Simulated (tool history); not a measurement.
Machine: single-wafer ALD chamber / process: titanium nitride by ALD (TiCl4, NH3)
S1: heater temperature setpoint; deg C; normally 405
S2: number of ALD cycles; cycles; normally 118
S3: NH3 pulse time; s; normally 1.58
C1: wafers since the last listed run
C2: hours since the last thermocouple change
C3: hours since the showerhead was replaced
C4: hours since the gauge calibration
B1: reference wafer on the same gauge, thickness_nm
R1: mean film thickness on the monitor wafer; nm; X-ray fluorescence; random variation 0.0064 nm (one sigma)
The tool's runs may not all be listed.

run 1 hour=0 | S1=405 S2=128 S3=1.58 | C1=0 C2=1566 C3=7488.2 C4=666.8 | B1=2.919 | R1=2.77
run 2 hour=51.2 | S1=405 S2=128 S3=1.58 | C1=103 C2=1617.2 C3=7539.4 C4=718 | B1=2.922 | R1=2.764
run 3 hour=114.1 | S1=405 S2=118 S3=1.58 | C1=127 C2=1680.1 C3=7602.3 C4=780.9 | B1=2.919 | R1=2.553
run 4 hour=183.5 | S1=405 S2=118 S3=1.58 | C1=140 C2=1749.5 C3=7671.7 C4=850.3 | B1=2.919 | R1=2.555
run 5 hour=250 | S1=405 S2=118 S3=1.25 | C1=134 C2=1816 C3=7738.2 C4=916.8 | B1=2.922 | R1=2.527
run 6 hour=321.9 | S1=405 S2=105 S3=1.72 | C1=145 C2=1887.9 C3=7810.1 C4=988.7 | B1=2.921 | R1=2.271
run 7 hour=360.1 | S1=405 S2=118 S3=1.58 | C1=77 C2=1926.1 C3=7848.3 C4=1026.9 | B1=2.92 | R1=2.551
run 8 hour=416.5 | S1=405 S2=118 S3=1.58 | C1=114 C2=1982.5 C3=7904.7 C4=1083.3 | B1=2.919 | R1=2.547
run 9 hour=454.7 | S1=405 S2=118 S3=1.58 | C1=77 C2=2020.7 C3=7942.9 C4=1121.5 | B1=2.92 | R1=2.56
run 10 hour=510.3 | S1=405 S2=118 S3=1.58 | C1=112 C2=2076.3 C3=7998.5 C4=1177.1 | B1=2.919 | R1=2.541
run 11 hour=538.7 | S1=405 S2=118 S3=1.58 | C1=57 C2=2104.7 C3=8026.9 C4=1205.5 | B1=2.923 | R1=2.551
run 12 hour=568.8 | S1=405 S2=134 S3=1.58 | C1=60 C2=2134.8 C3=8057 C4=1235.6 | B1=2.918 | R1=2.899
run 13 hour=628.5 | S1=405 S2=134 S3=1.58 | C1=120 C2=2194.5 C3=8116.7 C4=1295.3 | B1=2.918 | R1=2.892
run 14 hour=692.6 | S1=405 S2=134 S3=1.58 | C1=129 C2=2258.6 C3=8180.8 C4=1359.4 | B1=2.92 | R1=2.894
run 15 hour=881.6 | S1=405 S2=118 S3=1.58 | C1=382 C2=2447.6 C3=8369.8 C4=1548.4 | B1=2.923 | R1=2.558
run 16 hour=906.2 | S1=405 S2=118 S3=1.58 | C1=49 C2=2472.2 C3=8394.4 C4=1573 | B1=2.92 | R1=2.549
run 17 hour=935.6 | S1=405 S2=118 S3=1.58 | C1=59 C2=2501.6 C3=8423.8 C4=1602.4 | B1=2.92 | R1=2.549
-- hour=946.9 showerhead replaced
-- hour=989.5 thermocouple changed; heater temperature recalibrated
run 18 hour=1096.6 | S1=405 S2=118 S3=1.58 | C1=293 C2=107.1 C3=149.7 C4=1763.4 | B1=2.921 | R1=2.548
run 19 hour=1154.6 | S1=405 S2=118 S3=1.58 | C1=117 C2=165.1 C3=207.7 C4=1821.4 | B1=2.919 | R1=2.542
run 20 hour=1188.3 | S1=405 S2=118 S3=1.58 | C1=68 C2=198.8 C3=241.4 C4=1855.1 | B1=2.92 | R1=2.544
run 21 hour=1235.2 | S1=416 S2=132 S3=2.06 | C1=95 C2=245.7 C3=288.3 C4=1902 | B1=2.919 | R1=2.883
run 22 hour=1282.1 | S1=405 S2=118 S3=1.58 | C1=95 C2=292.6 C3=335.2 C4=1948.9 | B1=2.921 | R1=2.552
run 23 hour=1335.7 | S1=414 S2=111 S3=1.95 | C1=108 C2=346.2 C3=388.8 C4=2002.5 | B1=2.919 | R1=2.436
run 24 hour=1390 | S1=405 S2=118 S3=1.25 | C1=110 C2=400.5 C3=443.1 C4=2056.8 | B1=2.92 | R1=2.521
run 25 hour=1457 | S1=398 S2=104 S3=1.41 | C1=135 C2=467.5 C3=510.1 C4=2123.8 | B1=2.919 | R1=2.224
run 26 hour=1502.7 | S1=405 S2=136 S3=1.58 | C1=92 C2=513.2 C3=555.8 C4=2169.5 | B1=2.921 | R1=2.937
run 27 hour=1531 | S1=416 S2=132 S3=2.06 | C1=57 C2=541.5 C3=584.1 C4=2197.8 | B1=2.921 | R1=2.884
run 28 hour=1593.9 | S1=405 S2=140 S3=2.14 | C1=127 C2=604.4 C3=647 C4=2260.7 | B1=2.92 | R1=3.06
run 29 hour=1628.4 | S1=405 S2=118 S3=1.58 | C1=69 C2=638.9 C3=681.5 C4=2295.2 | B1=2.92 | R1=2.545
run 30 hour=1661.6 | S1=405 S2=126 S3=1.58 | C1=67 C2=672.1 C3=714.7 C4=2328.4 | B1=2.921 | R1=2.721
-- hour=1707.7 gauge calibrated
run 31 hour=1854.4 | S1=405 S2=138 S3=2.1 | C1=390 C2=864.9 C3=907.5 C4=146.7 | B1=2.921 | R1=3.014
run 32 hour=1889.2 | S1=414 S2=118 S3=1.58 | C1=70 C2=899.7 C3=942.3 C4=181.5 | B1=2.919 | R1=2.566
run 33 hour=1950.2 | S1=405 S2=128 S3=1.58 | C1=123 C2=960.7 C3=1003.3 C4=242.5 | B1=2.922 | R1=2.773
run 34 hour=2015 | S1=405 S2=118 S3=2.03 | C1=131 C2=1025.5 C3=1068.1 C4=307.3 | B1=2.92 | R1=2.57
run 35 hour=2068.9 | S1=392 S2=112 S3=2.19 | C1=109 C2=1079.4 C3=1122 C4=361.2 | B1=2.92 | R1=2.423
run 36 hour=2116.1 | S1=405 S2=118 S3=1.58 | C1=95 C2=1126.6 C3=1169.2 C4=408.4 | B1=2.921 | R1=2.538
run 37 hour=2157.8 | S1=409 S2=105 S3=1.93 | C1=84 C2=1168.3 C3=1210.9 C4=450.1 | B1=2.92 | R1=2.29
run 38 hour=2210.2 | S1=405 S2=118 S3=1.58 | C1=106 C2=1220.7 C3=1263.3 C4=502.5 | B1=2.921 | R1=2.557
run 39 hour=2257 | S1=394 S2=135 S3=1.84 | C1=94 C2=1267.5 C3=1310.1 C4=549.3 | B1=2.921 | R1=2.904

Consider 3 possible next runs. They are alternatives, not a sequence: every one starts from the tool as it was left by run 39. What does each give?
run A hour=2257.6 | S1=390 S2=118 S3=1.58 | C1=1 C2=1268.1 C3=1310.7 C4=549.9 | B1=? | R1=?
run B hour=2257.6 | S1=405 S2=118 S3=1.28 | C1=1 C2=1268.1 C3=1310.7 C4=549.9 | B1=? | R1=?
run C hour=2257.6 | S1=394 S2=118 S3=1.58 | C1=1 C2=1268.1 C3=1310.7 C4=549.9 | B1=? | R1=?

run=A B1=2.92 R1=2.506
run=B B1=2.92 R1=2.521
run=C B1=2.92 R1=2.518
Had the tool no hidden state, the same runs would have come out as:
run=A R1=2.506
run=B R1=2.521
run=C R1=2.518
